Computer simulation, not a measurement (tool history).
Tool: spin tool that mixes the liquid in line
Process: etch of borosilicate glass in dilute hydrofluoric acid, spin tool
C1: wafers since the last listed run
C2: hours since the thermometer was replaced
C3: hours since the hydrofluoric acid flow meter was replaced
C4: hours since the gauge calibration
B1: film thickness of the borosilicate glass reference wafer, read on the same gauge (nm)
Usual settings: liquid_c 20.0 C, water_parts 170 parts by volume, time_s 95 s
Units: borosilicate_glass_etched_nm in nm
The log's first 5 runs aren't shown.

run 6 hour=96.6 | liquid_c=20.0 water_parts=170 time_s=95 | C1=198 C2=2079.6 C3=1933.5 C4=441.4 | B1=40.01 | borosilicate_glass_etched_nm=14.70
run 7 hour=123.0 | liquid_c=20.0 water_parts=170 time_s=95 | C1=385 C2=2106.0 C3=1959.9 C4=467.8 | B1=40.01 | borosilicate_glass_etched_nm=14.49
run 8 hour=137.0 | liquid_c=20.0 water_parts=170 time_s=95 | C1=204 C2=2120.0 C3=1973.9 C4=481.8 | B1=40.01 | borosilicate_glass_etched_nm=14.70
run 9 hour=153.7 | liquid_c=20.0 water_parts=170 time_s=95 | C1=243 C2=2136.7 C3=1990.6 C4=498.5 | B1=39.97 | borosilicate_glass_etched_nm=14.83
run 10 hour=172.9 | liquid_c=20.0 water_parts=170 time_s=95 | C1=280 C2=2155.9 C3=2009.8 C4=517.7 | B1=40.00 | borosilicate_glass_etched_nm=14.69
run 11 hour=221.4 | liquid_c=20.0 water_parts=170 time_s=95 | C1=707 C2=2204.4 C3=2058.3 C4=566.2 | B1=40.00 | borosilicate_glass_etched_nm=14.61
run 12 hour=246.1 | liquid_c=20.0 water_parts=235 time_s=95 | C1=360 C2=2229.1 C3=2083.0 C4=590.9 | B1=40.00 | borosilicate_glass_etched_nm=9.82
run 13 hour=280.8 | liquid_c=20.0 water_parts=235 time_s=95 | C1=506 C2=2263.8 C3=2117.7 C4=625.6 | B1=40.02 | borosilicate_glass_etched_nm=9.93
run 14 hour=298.1 | liquid_c=20.0 water_parts=170 time_s=95 | C1=252 C2=2281.1 C3=2135.0 C4=642.9 | B1=40.03 | borosilicate_glass_etched_nm=14.52
run 15 hour=311.3 | liquid_c=20.0 water_parts=170 time_s=95 | C1=192 C2=2294.3 C3=2148.2 C4=656.1 | B1=40.00 | borosilicate_glass_etched_nm=14.70
run 16 hour=325.1 | liquid_c=20.0 water_parts=170 time_s=95 | C1=201 C2=2308.1 C3=2162.0 C4=669.9 | B1=39.99 | borosilicate_glass_etched_nm=14.65
-- hour=357.3 gauge calibrated
run 17 hour=359.4 | liquid_c=23.0 water_parts=170 time_s=55 | C1=500 C2=2342.4 C3=2196.3 C4=2.1 | B1=39.98 | borosilicate_glass_etched_nm=9.54
run 18 hour=376.3 | liquid_c=20.0 water_parts=120 time_s=45 | C1=246 C2=2359.3 C3=2213.2 C4=19.0 | B1=39.99 | borosilicate_glass_etched_nm=10.31
run 19 hour=396.0 | liquid_c=20.0 water_parts=170 time_s=95 | C1=287 C2=2379.0 C3=2232.9 C4=38.7 | B1=39.98 | borosilicate_glass_etched_nm=14.65
-- hour=411.5 thermometer replaced
run 20 hour=413.8 | liquid_c=20.0 water_parts=170 time_s=95 | C1=245 C2=2.3 C3=2250.7 C4=56.5 | B1=40.04 | borosilicate_glass_etched_nm=14.76
run 21 hour=444.1 | liquid_c=18.0 water_parts=115 time_s=95 | C1=441 C2=32.6 C3=2281.0 C4=86.8 | B1=39.98 | borosilicate_glass_etched_nm=21.08
run 22 hour=471.5 | liquid_c=25.0 water_parts=195 time_s=95 | C1=399 C2=60.0 C3=2308.4 C4=114.2 | B1=40.02 | borosilicate_glass_etched_nm=15.13
-- hour=482.3 hydrofluoric acid flow meter replaced
run 23 hour=502.2 | liquid_c=20.0 water_parts=125 time_s=95 | C1=433 C2=90.7 C3=19.9 C4=144.9 | B1=40.02 | borosilicate_glass_etched_nm=20.76
run 24 hour=528.1 | liquid_c=17.0 water_parts=130 time_s=110 | C1=377 C2=116.6 C3=45.8 C4=170.8 | B1=39.97 | borosilicate_glass_etched_nm=20.49
run 25 hour=562.8 | liquid_c=20.0 water_parts=170 time_s=95 | C1=506 C2=151.3 C3=80.5 C4=205.5 | B1=39.98 | borosilicate_glass_etched_nm=14.84
run 26 hour=581.4 | liquid_c=20.0 water_parts=120 time_s=45 | C1=271 C2=169.9 C3=99.1 C4=224.1 | B1=40.01 | borosilicate_glass_etched_nm=10.27
run 27 hour=602.6 | liquid_c=20.0 water_parts=170 time_s=95 | C1=309 C2=191.1 C3=120.3 C4=245.3 | B1=39.95 | borosilicate_glass_etched_nm=14.59
run 28 hour=619.8 | liquid_c=17.0 water_parts=105 time_s=110 | C1=250 C2=208.3 C3=137.5 C4=262.5 | B1=39.99 | borosilicate_glass_etched_nm=25.84
run 29 hour=674.4 | liquid_c=17.0 water_parts=115 time_s=60 | C1=796 C2=262.9 C3=192.1 C4=317.1 | B1=40.00 | borosilicate_glass_etched_nm=12.60
run 30 hour=699.8 | liquid_c=17.0 water_parts=225 time_s=150 | C1=370 C2=288.3 C3=217.5 C4=342.5 | B1=40.01 | borosilicate_glass_etched_nm=14.64

Forecast run 31:
run 31 hour=728.3 | liquid_c=21.5 water_parts=120 time_s=140 | C1=415 C2=316.8 C3=246.0 C4=371.0 | B1=? | borosilicate_glass_etched_nm=?

B1: 39.98
borosilicate_glass_etched_nm: 34.35 nm
Without the tool's hidden state the same run would have given borosilicate_glass_etched_nm 34.35 nm.
